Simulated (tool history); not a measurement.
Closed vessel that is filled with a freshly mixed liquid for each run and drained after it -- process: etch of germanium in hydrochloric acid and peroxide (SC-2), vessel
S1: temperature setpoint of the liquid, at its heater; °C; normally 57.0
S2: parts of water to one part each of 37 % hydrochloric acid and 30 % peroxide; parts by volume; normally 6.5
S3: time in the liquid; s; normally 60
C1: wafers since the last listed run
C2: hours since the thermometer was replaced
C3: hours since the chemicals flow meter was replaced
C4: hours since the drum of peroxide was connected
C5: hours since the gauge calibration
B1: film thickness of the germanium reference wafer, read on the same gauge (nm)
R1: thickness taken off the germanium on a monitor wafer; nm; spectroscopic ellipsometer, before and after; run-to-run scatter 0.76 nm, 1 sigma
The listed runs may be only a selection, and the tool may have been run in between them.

run	day	S1	S2	S3	C1	C2	C3	C4	C5	B1	R1
1	0.000	57.0	6.5	60	0	703.2	1122.4	415.2	118.6	129.98	170.57
2	0.629	57.0	6.5	60	2203	718.3	1137.5	430.3	133.7	129.98	170.94
3	1.250	57.0	6.5	60	2174	733.2	1152.4	445.2	148.6	130.00	170.81
4	1.667	57.0	6.5	60	1459	743.2	1162.4	455.2	158.6	130.01	168.76
5	2.312	57.0	6.5	60	2261	758.7	1177.9	470.7	174.1	129.98	170.01
6	2.892	57.0	6.5	60	2028	772.6	1191.8	484.6	188.0	130.01	170.25
7	3.242	57.0	6.5	60	1225	781.0	1200.2	493.0	196.4	130.00	169.55
8	3.871	57.0	6.5	60	2203	796.1	1215.3	508.1	211.5	130.02	169.58
9	5.821	57.0	6.5	60	6829	842.9	1262.1	554.9	258.3	130.02	168.54
10	6.354	57.0	6.5	60	1867	855.7	1274.9	567.7	271.1	130.00	168.73
# day 6.821: chemicals flow meter replaced
11	6.912	57.0	8.5	85	1809	869.1	2.2	581.1	284.5	129.97	233.21
# day 6.988: thermometer replaced
12	7.367	66.5	6.5	60	1444	9.1	13.1	592.0	295.4	129.98	239.51
# day 7.912: new drum of peroxide connected
13	7.946	57.0	8.5	60	1882	23.0	27.0	0.8	309.3	130.00	176.74
# day 8.096: gauge calibrated
14	9.517	57.0	6.5	60	5501	60.7	64.7	38.5	34.1	130.01	179.93
15	9.829	66.0	6.5	60	1094	68.2	72.2	46.0	41.6	129.99	235.05
16	10.300	47.5	6.5	60	1648	79.5	83.5	57.3	52.9	130.02	132.59

Hidden state or all else? Some run-to-run changes of R1, split into what the settings, what came in and random variation would give without the hidden state, and what is left for the hidden state (with any gauge scatter that isn't in both results):
Hidden state present: liquid colder than its thermometer reads (K); chemicals flow above the setpoint (%); peroxide weaker than its label (%); gauge reads high (%).
Run 11 -> 12: S1 57.0 -> 66.5, S2 8.5 -> 6.5, S3 85 -> 60, thermometer replaced. R1 +6.30 nm: hidden state +16.93, all else -10.63.
Run 15 -> 16: S1 66.0 -> 47.5. R1 -102.46 nm: hidden state +0.78, all else -103.24.
